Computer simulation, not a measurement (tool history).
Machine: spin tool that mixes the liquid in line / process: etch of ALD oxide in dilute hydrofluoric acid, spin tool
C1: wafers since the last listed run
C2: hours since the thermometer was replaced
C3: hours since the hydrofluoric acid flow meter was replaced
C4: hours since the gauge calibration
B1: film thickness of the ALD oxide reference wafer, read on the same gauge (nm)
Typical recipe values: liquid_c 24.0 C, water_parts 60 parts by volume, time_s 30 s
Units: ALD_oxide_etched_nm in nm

Run 1, day 0.000: usual settings but time_s 35 s; C1 0; C2 648.9; C3 322.3; C4 280.5; B1 139.99. Result: ALD_oxide_etched_nm 8.50 nm.
Run 2, day 1.788: usual settings but time_s 35 s; C1 568; C2 691.8; C3 365.2; C4 323.4; B1 139.98. Result: ALD_oxide_etched_nm 8.35 nm.
At day 3.767: thermometer replaced.
Run 3, day 4.396: usual settings but time_s 35 s; C1 815; C2 15.1; C3 427.8; C4 386.0; B1 140.01. Result: ALD_oxide_etched_nm 8.34 nm.
Run 4, day 7.783: usual settings; C1 1076; C2 96.4; C3 509.1; C4 467.3; B1 139.97. Result: ALD_oxide_etched_nm 7.14 nm.
Run 5, day 12.092: usual settings; C1 1369; C2 199.8; C3 612.5; C4 570.7; B1 140.00. Result: ALD_oxide_etched_nm 7.03 nm.
Run 6, day 14.862: usual settings but liquid_c 20.0 C; C1 880; C2 266.3; C3 679.0; C4 637.2; B1 140.04. Result: ALD_oxide_etched_nm 5.91 nm.
Run 7, day 17.733: usual settings but time_s 40 s; C1 912; C2 335.2; C3 747.9; C4 706.1; B1 139.98. Result: ALD_oxide_etched_nm 9.24 nm.
At day 17.862: hydrofluoric acid flow meter replaced.
Run 8, day 19.429: usual settings; C1 525; C2 375.9; C3 37.6; C4 746.8; B1 140.01. Result: ALD_oxide_etched_nm 7.34 nm.
Run 9, day 21.946: usual settings; C1 800; C2 436.3; C3 98.0; C4 807.2; B1 140.00. Result: ALD_oxide_etched_nm 7.41 nm.
Run 10, day 24.688: usual settings; C1 871; C2 502.1; C3 163.8; C4 873.0; B1 140.02. Result: ALD_oxide_etched_nm 7.32 nm.
Run 11, day 27.383: usual settings; C1 857; C2 566.8; C3 228.5; C4 937.7; B1 140.03. Result: ALD_oxide_etched_nm 7.29 nm.
Run 12, day 29.771: usual settings; C1 758; C2 624.1; C3 285.8; C4 995.0; B1 139.98. Result: ALD_oxide_etched_nm 7.28 nm.
Run 13, day 33.792: usual settings but liquid_c 22.0 C, water_parts 40 parts by volume; C1 1278; C2 720.6; C3 382.3; C4 1091.5; B1 140.00. Result: ALD_oxide_etched_nm 10.17 nm.
At day 36.508: thermometer replaced.
Run 14, day 36.683: usual settings but liquid_c 22.5 C, time_s 15 s; C1 906; C2 4.2; C3 451.7; C4 1160.9; B1 140.02. Result: ALD_oxide_etched_nm 3.34 nm.
Run 15, day 39.325: usual settings but liquid_c 22.5 C, time_s 15 s; C1 839; C2 67.6; C3 515.1; C4 1224.3; B1 140.01. Result: ALD_oxide_etched_nm 3.35 nm.
Run 16, day 43.667: usual settings but liquid_c 26.5 C; C1 1380; C2 171.8; C3 619.3; C4 1328.5; B1 139.97. Result: ALD_oxide_etched_nm 7.82 nm.
Run 17, day 47.762: usual settings but liquid_c 20.5 C, time_s 15 s; C1 1302; C2 270.1; C3 717.6; C4 1426.8; B1 139.96. Result: ALD_oxide_etched_nm 3.01 nm.
At day 49.083: hydrofluoric acid flow meter replaced.
Run 18, day 50.812: usual settings; C1 956; C2 343.3; C3 41.5; C4 1500.0; B1 140.04. Result: ALD_oxide_etched_nm 7.34 nm.
Run 19, day 53.075: usual settings; C1 719; C2 397.6; C3 95.8; C4 1554.3; B1 140.01. Result: ALD_oxide_etched_nm 7.24 nm.
Run 20, day 54.667: usual settings but time_s 40 s; C1 505; C2 435.8; C3 134.0; C4 1592.5; B1 140.02. Result: ALD_oxide_etched_nm 9.76 nm.
Run 21, day 58.396: usual settings but liquid_c 26.0 C, time_s 15 s; C1 1185; C2 525.3; C3 223.5; C4 1682.0; B1 139.95. Result: ALD_oxide_etched_nm 3.93 nm.
Run 22, day 62.117: usual settings but time_s 20 s; C1 1182; C2 614.6; C3 312.8; C4 1771.3; B1 140.00. Result: ALD_oxide_etched_nm 4.79 nm.
At day 64.442: thermometer replaced.
Run 23, day 66.042: usual settings; C1 1234; C2 38.4; C3 407.0; C4 1865.5; B1 140.02. Result: ALD_oxide_etched_nm 7.07 nm.
At day 66.933: gauge calibrated.
Run 24, day 68.000: usual settings; C1 622; C2 85.4; C3 454.0; C4 25.6; B1 140.02. Result: ALD_oxide_etched_nm 7.09 nm.
Run 25, day 70.362: usual settings; C1 751; C2 142.1; C3 510.7; C4 82.3; B1 139.96. Result: ALD_oxide_etched_nm 7.08 nm.
Run 26, day 74.512: usual settings; C1 1319; C2 241.7; C3 610.3; C4 181.9; B1 139.99. Result: ALD_oxide_etched_nm 6.96 nm.
Run 27, day 77.892: usual settings but liquid_c 22.5 C; C1 1074; C2 322.8; C3 691.4; C4 263.0; B1 139.97. Result: ALD_oxide_etched_nm 6.61 nm.
Run 28, day 81.458: usual settings but time_s 15 s; C1 1133; C2 408.4; C3 777.0; C4 348.6; B1 140.01. Result: ALD_oxide_etched_nm 3.43 nm.
At day 84.558: hydrofluoric acid flow meter replaced.
Run 29, day 84.683: usual settings but liquid_c 22.5 C, time_s 50 s; C1 1011; C2 485.8; C3 3.0; C4 426.0; B1 139.99. Result: ALD_oxide_etched_nm 11.58 nm.
Run 30, day 87.662: usual settings but liquid_c 25.5 C; C1 947; C2 557.3; C3 74.5; C4 497.5; B1 139.98. Result: ALD_oxide_etched_nm 7.82 nm.
Run 31, day 90.171: usual settings but liquid_c 22.5 C, water_parts 70 parts by volume, time_s 15 s; C1 797; C2 617.5; C3 134.7; C4 557.7; B1 139.98. Result: ALD_oxide_etched_nm 2.93 nm.
At day 91.812: thermometer replaced.
Run 32, day 97.592: usual settings but liquid_c 19.5 C, time_s 35 s; C1 2345; C2 138.7; C3 312.8; C4 735.8; B1 140.01. Result: ALD_oxide_etched_nm 6.96 nm.
Run 33, day 106.008: usual settings but water_parts 75 parts by volume, time_s 15 s; C1 2675; C2 340.7; C3 514.8; C4 937.8; B1 140.02. Result: ALD_oxide_etched_nm 2.81 nm.
Run 34, day 109.821: usual settings but liquid_c 19.5 C, water_parts 30 parts by volume, time_s 20 s; C1 1211; C2 432.2; C3 606.3; C4 1029.3; B1 139.99. Result: ALD_oxide_etched_nm 8.10 nm.

Forecast each of these 3 alternatives for the next run:
Run A, day 109.838: usual settings but liquid_c 28.0 C; C1 5; C2 432.6; C3 606.7; C4 1029.7; B1 ?. Result: ALD_oxide_etched_nm ?.
Run B, day 109.838: usual settings but time_s 45 s; C1 5; C2 432.6; C3 606.7; C4 1029.7; B1 ?. Result: ALD_oxide_etched_nm ?.
Run C, day 109.838: usual settings but liquid_c 19.0 C, water_parts 90 parts by volume, time_s 20 s; C1 5; C2 432.6; C3 606.7; C4 1029.7; B1 ?. Result: ALD_oxide_etched_nm ?.

run      B1  ALD_oxide_etched_nm
  A  140.00                 8.28
  B  140.00                10.58
  C  140.00                 2.46
What these runs would have given with no unlogged condition in the tool:
run  ALD_oxide_etched_nm
  A                 8.72
  B                11.13
  C                 2.59
